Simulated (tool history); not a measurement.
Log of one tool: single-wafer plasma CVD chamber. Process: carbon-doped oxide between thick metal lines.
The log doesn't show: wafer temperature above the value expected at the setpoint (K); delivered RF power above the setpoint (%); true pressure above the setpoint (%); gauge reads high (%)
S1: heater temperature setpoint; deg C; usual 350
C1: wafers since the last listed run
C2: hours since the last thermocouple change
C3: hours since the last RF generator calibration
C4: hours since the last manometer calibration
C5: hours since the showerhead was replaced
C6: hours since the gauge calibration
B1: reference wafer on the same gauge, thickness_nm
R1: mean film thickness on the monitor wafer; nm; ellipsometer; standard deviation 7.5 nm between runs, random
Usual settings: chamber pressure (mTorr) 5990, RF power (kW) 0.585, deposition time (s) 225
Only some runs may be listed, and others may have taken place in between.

{"run": 1, "hour": 0.0, "S1": 350, "chamber pressure (mTorr)": 5990, "RF power (kW)": 0.585, "deposition time (s)": 225, "C1": 0, "C2": 663.8, "C3": 2597.4, "C4": 2438.1, "C5": 3223.0, "C6": 147.4, "B1": 1510.33, "R1": 1318.822}
{"hour": 23.4, "done": "capacitance manometer re-zeroed and calibrated"}
{"run": 2, "hour": 23.9, "S1": 350, "chamber pressure (mTorr)": 5990, "RF power (kW)": 0.585, "deposition time (s)": 225, "C1": 161, "C2": 687.7, "C3": 2621.3, "C4": 0.5, "C5": 3246.9, "C6": 171.3, "B1": 1512.018, "R1": 1306.996}
{"hour": 48.6, "done": "RF generator calibrated"}
{"run": 3, "hour": 49.1, "S1": 362, "chamber pressure (mTorr)": 5990, "RF power (kW)": 0.585, "deposition time (s)": 225, "C1": 175, "C2": 712.9, "C3": 0.5, "C4": 25.7, "C5": 3272.1, "C6": 196.5, "B1": 1509.17, "R1": 1271.495}
{"run": 4, "hour": 67.0, "S1": 350, "chamber pressure (mTorr)": 5990, "RF power (kW)": 0.675, "deposition time (s)": 225, "C1": 182, "C2": 730.8, "C3": 18.4, "C4": 43.6, "C5": 3290.0, "C6": 214.4, "B1": 1510.111, "R1": 1468.979}
{"run": 5, "hour": 88.8, "S1": 350, "chamber pressure (mTorr)": 5990, "RF power (kW)": 0.585, "deposition time (s)": 225, "C1": 222, "C2": 752.6, "C3": 40.2, "C4": 65.4, "C5": 3311.8, "C6": 236.2, "B1": 1510.397, "R1": 1298.109}
{"run": 6, "hour": 115.3, "S1": 350, "chamber pressure (mTorr)": 5990, "RF power (kW)": 0.585, "deposition time (s)": 225, "C1": 269, "C2": 779.1, "C3": 66.7, "C4": 91.9, "C5": 3338.3, "C6": 262.7, "B1": 1509.2, "R1": 1313.899}
{"run": 7, "hour": 143.0, "S1": 360, "chamber pressure (mTorr)": 5990, "RF power (kW)": 0.685, "deposition time (s)": 251, "C1": 282, "C2": 806.8, "C3": 94.4, "C4": 119.6, "C5": 3366.0, "C6": 290.4, "B1": 1512.135, "R1": 1595.43}
{"run": 8, "hour": 178.2, "S1": 350, "chamber pressure (mTorr)": 7370, "RF power (kW)": 0.585, "deposition time (s)": 225, "C1": 358, "C2": 842.0, "C3": 129.6, "C4": 154.8, "C5": 3401.2, "C6": 325.6, "B1": 1510.409, "R1": 1333.323}
{"run": 9, "hour": 209.3, "S1": 350, "chamber pressure (mTorr)": 5990, "RF power (kW)": 0.585, "deposition time (s)": 225, "C1": 316, "C2": 873.1, "C3": 160.7, "C4": 185.9, "C5": 3432.3, "C6": 356.7, "B1": 1511.494, "R1": 1310.571}
{"run": 10, "hour": 224.8, "S1": 350, "chamber pressure (mTorr)": 5990, "RF power (kW)": 0.585, "deposition time (s)": 225, "C1": 157, "C2": 888.6, "C3": 176.2, "C4": 201.4, "C5": 3447.8, "C6": 372.2, "B1": 1511.42, "R1": 1294.922}
{"hour": 249.0, "done": "showerhead replaced"}
{"run": 11, "hour": 249.5, "S1": 336, "chamber pressure (mTorr)": 5990, "RF power (kW)": 0.585, "deposition time (s)": 225, "C1": 170, "C2": 913.3, "C3": 200.9, "C4": 226.1, "C5": 0.5, "C6": 396.9, "B1": 1510.056, "R1": 1378.441}
{"run": 12, "hour": 261.5, "S1": 350, "chamber pressure (mTorr)": 5990, "RF power (kW)": 0.585, "deposition time (s)": 225, "C1": 122, "C2": 925.3, "C3": 212.9, "C4": 238.1, "C5": 12.5, "C6": 408.9, "B1": 1510.031, "R1": 1312.396}
{"run": 13, "hour": 289.8, "S1": 350, "chamber pressure (mTorr)": 5990, "RF power (kW)": 0.585, "deposition time (s)": 225, "C1": 288, "C2": 953.6, "C3": 241.2, "C4": 266.4, "C5": 40.8, "C6": 437.2, "B1": 1511.475, "R1": 1303.414}
{"run": 14, "hour": 302.3, "S1": 341, "chamber pressure (mTorr)": 5230, "RF power (kW)": 0.585, "deposition time (s)": 266, "C1": 127, "C2": 966.1, "C3": 253.7, "C4": 278.9, "C5": 53.3, "C6": 449.7, "B1": 1510.773, "R1": 1543.734}
{"hour": 340.6, "done": "thermocouple changed; heater temperature recalibrated"}
{"run": 15, "hour": 341.1, "S1": 350, "chamber pressure (mTorr)": 5990, "RF power (kW)": 0.585, "deposition time (s)": 225, "C1": 313, "C2": 0.5, "C3": 292.5, "C4": 317.7, "C5": 92.1, "C6": 488.5, "B1": 1509.495, "R1": 1290.468}
{"run": 16, "hour": 370.5, "S1": 338, "chamber pressure (mTorr)": 5990, "RF power (kW)": 0.585, "deposition time (s)": 225, "C1": 299, "C2": 29.9, "C3": 321.9, "C4": 347.1, "C5": 121.5, "C6": 517.9, "B1": 1510.851, "R1": 1352.278}

Expected results for the next run?
{"run": 17, "hour": 400.0, "S1": 359, "chamber pressure (mTorr)": 5560, "RF power (kW)": 0.51, "deposition time (s)": 266, "C1": 300, "C2": 59.4, "C3": 351.4, "C4": 376.6, "C5": 151.0, "C6": 547.4, "B1": "?", "R1": "?"}

B1: 1510.218
R1: 1302.986 nm
With the hidden condition absent and the run-to-run variation left alone, this run would have shown R1 1302.986 nm.
